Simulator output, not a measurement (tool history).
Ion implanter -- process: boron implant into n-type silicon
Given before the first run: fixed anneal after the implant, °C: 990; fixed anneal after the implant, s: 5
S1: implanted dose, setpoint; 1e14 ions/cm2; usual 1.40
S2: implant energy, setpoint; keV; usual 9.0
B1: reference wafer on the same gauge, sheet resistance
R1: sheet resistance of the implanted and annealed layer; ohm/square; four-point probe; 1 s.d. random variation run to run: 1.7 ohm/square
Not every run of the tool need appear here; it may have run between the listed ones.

{"run": 1, "day": 0.0, "S1": 1.4, "S2": 11.0, "B1": 551.83, "R1": 633.52}
{"run": 2, "day": 0.675, "S1": 1.4, "S2": 11.0, "B1": 551.98, "R1": 633.9}
{"run": 3, "day": 1.475, "S1": 1.4, "S2": 11.0, "B1": 552.25, "R1": 632.5}
{"day": 1.788, "done": "gauge calibrated"}
{"run": 4, "day": 2.325, "S1": 1.4, "S2": 9.0, "B1": 552.27, "R1": 648.27}
{"run": 5, "day": 3.058, "S1": 1.4, "S2": 9.0, "B1": 552.11, "R1": 648.03}
{"run": 6, "day": 7.042, "S1": 1.08, "S2": 8.0, "B1": 551.74, "R1": 803.79}
{"run": 7, "day": 7.967, "S1": 1.08, "S2": 8.0, "B1": 551.8, "R1": 802.3}
{"run": 8, "day": 9.242, "S1": 1.08, "S2": 8.0, "B1": 551.89, "R1": 799.59}
{"run": 9, "day": 10.492, "S1": 1.08, "S2": 9.0, "B1": 551.78, "R1": 788.15}
{"run": 10, "day": 11.475, "S1": 1.08, "S2": 9.0, "B1": 552.15, "R1": 787.3}
{"run": 11, "day": 12.458, "S1": 1.08, "S2": 9.0, "B1": 552.14, "R1": 786.71}
{"run": 12, "day": 13.867, "S1": 1.4, "S2": 9.0, "B1": 551.86, "R1": 643.98}
{"day": 14.533, "done": "Faraday cup replaced and dose calibrated"}
{"run": 13, "day": 14.554, "S1": 1.4, "S2": 12.0, "B1": 552.01, "R1": 650.77}
{"run": 14, "day": 15.812, "S1": 1.01, "S2": 10.5, "B1": 552.16, "R1": 850.38}
{"day": 16.475, "done": "extraction supply calibrated"}
{"run": 15, "day": 16.792, "S1": 1.4, "S2": 9.0, "B1": 552.17, "R1": 673.72}
{"day": 17.65, "done": "gauge calibrated"}
{"run": 16, "day": 17.75, "S1": 1.4, "S2": 9.0, "B1": 551.79, "R1": 672.29}
{"run": 17, "day": 18.679, "S1": 1.09, "S2": 11.5, "B1": 552.02, "R1": 788.87}
{"run": 18, "day": 20.162, "S1": 1.58, "S2": 11.5, "B1": 552.25, "R1": 595.54}
{"run": 19, "day": 21.196, "S1": 1.52, "S2": 6.0, "B1": 552.19, "R1": 665.72}
{"run": 20, "day": 22.417, "S1": 1.4, "S2": 9.0, "B1": 551.49, "R1": 671.55}
{"run": 21, "day": 23.721, "S1": 1.24, "S2": 11.0, "B1": 551.91, "R1": 719.71}
{"run": 22, "day": 24.908, "S1": 1.57, "S2": 9.0, "B1": 552.02, "R1": 615.33}

3 options for the next run, each taken on its own from the tool as it stands now. Forecast them:
{"run": "A", "day": 24.925, "S1": 1.4, "S2": 9.0, "B1": "?", "R1": "?"}
{"run": "B", "day": 24.925, "S1": 1.12, "S2": 10.0, "B1": "?", "R1": "?"}
{"run": "C", "day": 24.925, "S1": 1.4, "S2": 11.5, "B1": "?", "R1": "?"}

run=A B1=551.89 R1=672.74
run=B B1=551.89 R1=787.45
run=C B1=551.89 R1=652.54
Had the tool no hidden state, the same runs would have come out as:
run=A R1=676.55
run=B R1=791.91
run=C R1=656.22
